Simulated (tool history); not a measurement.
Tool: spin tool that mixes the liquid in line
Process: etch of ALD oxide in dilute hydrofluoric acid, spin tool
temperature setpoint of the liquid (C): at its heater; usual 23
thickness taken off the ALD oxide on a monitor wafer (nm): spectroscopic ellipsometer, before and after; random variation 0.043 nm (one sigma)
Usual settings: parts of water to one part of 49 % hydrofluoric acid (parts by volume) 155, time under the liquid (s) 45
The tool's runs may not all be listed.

run	hour	temperature setpoint of the liquid (C)	parts of water to one part of 49 % hydrofluoric acid (parts by volume)	time under the liquid (s)	read-back film thickness of the ALD oxide reference wafer, read on the same gauge (nm)	thickness taken off the ALD oxide on a monitor wafer (nm)
1	0	23	155	45	100.03	5.74
2	61.7	19.5	155	45	99.99	5.1
3	115.1	19.5	155	45	100	5.06
4	151	23	155	45	100.03	5.81
5	192.6	23	155	45	100.02	5.71
6	256.5	23	155	45	99.97	5.73
7	288.4	23	155	45	100.03	5.75
# hour 308: hydrofluoric acid flow meter replaced
8	318	23	155	45	99.98	5.73
9	361.6	23	155	45	100.04	5.87
10	389.5	23	155	45	100	5.78
11	458.6	23	155	45	100.01	5.8
12	502.5	23	175	45	99.98	5.1
13	537	26.5	215	45	100.07	4.53
14	583.4	24	155	45	99.98	6.03
15	644.5	23	155	45	100	5.91
16	677.3	23	155	45	99.99	5.87
17	709.6	23	230	60	99.96	4.86
18	760.8	27	125	20	99.97	3.95
# hour 777.7: thermometer replaced
19	818.9	23	155	45	99.98	5.35
# hour 826.6: gauge calibrated
20	853.4	26.5	230	30	100.01	2.49
# hour 883.3: hydrofluoric acid flow meter replaced
21	923.6	23	155	45	100.04	5.38
22	968.4	20.5	80	45	100	10.42
23	1034.8	21.5	205	65	100	5.26
24	1066.9	23	200	65	99.95	5.72
25	1111.9	23	155	45	100.01	5.48
26	1168.7	27	195	60	99.98	6.28
27	1226.8	23	180	60	100	6.04
28	1283.6	19.5	105	65	100.01	10.67
29	1378.9	26.5	110	55	100.04	11.28
30	1437.6	21	215	70	99.98	5.31
# hour 1524.1: hydrofluoric acid flow meter replaced
31	1556.5	23	155	35	99.96	4.34
32	1713.8	23	155	45	100	5.59
33	1779.5	27	155	45	99.98	6.39
34	1806.8	27	155	25	99.98	3.56
35	1834.4	23	155	45	99.99	5.47

Forecast each of these 3 alternatives for the next run:
A	1834.8	23	155	45	?	?
B	1834.8	25	115	45	?	?
C	1834.8	23	130	45	?	?

run	read-back film thickness of the ALD oxide reference wafer, read on the same gauge (nm)	thickness taken off the ALD oxide on a monitor wafer (nm)
A	100.04	5.59
B	100.04	8.54
C	100.04	6.87
Without the tool's hidden state the same runs would have given:
run	thickness taken off the ALD oxide on a monitor wafer (nm)
A	5.35
B	8.16
C	6.56

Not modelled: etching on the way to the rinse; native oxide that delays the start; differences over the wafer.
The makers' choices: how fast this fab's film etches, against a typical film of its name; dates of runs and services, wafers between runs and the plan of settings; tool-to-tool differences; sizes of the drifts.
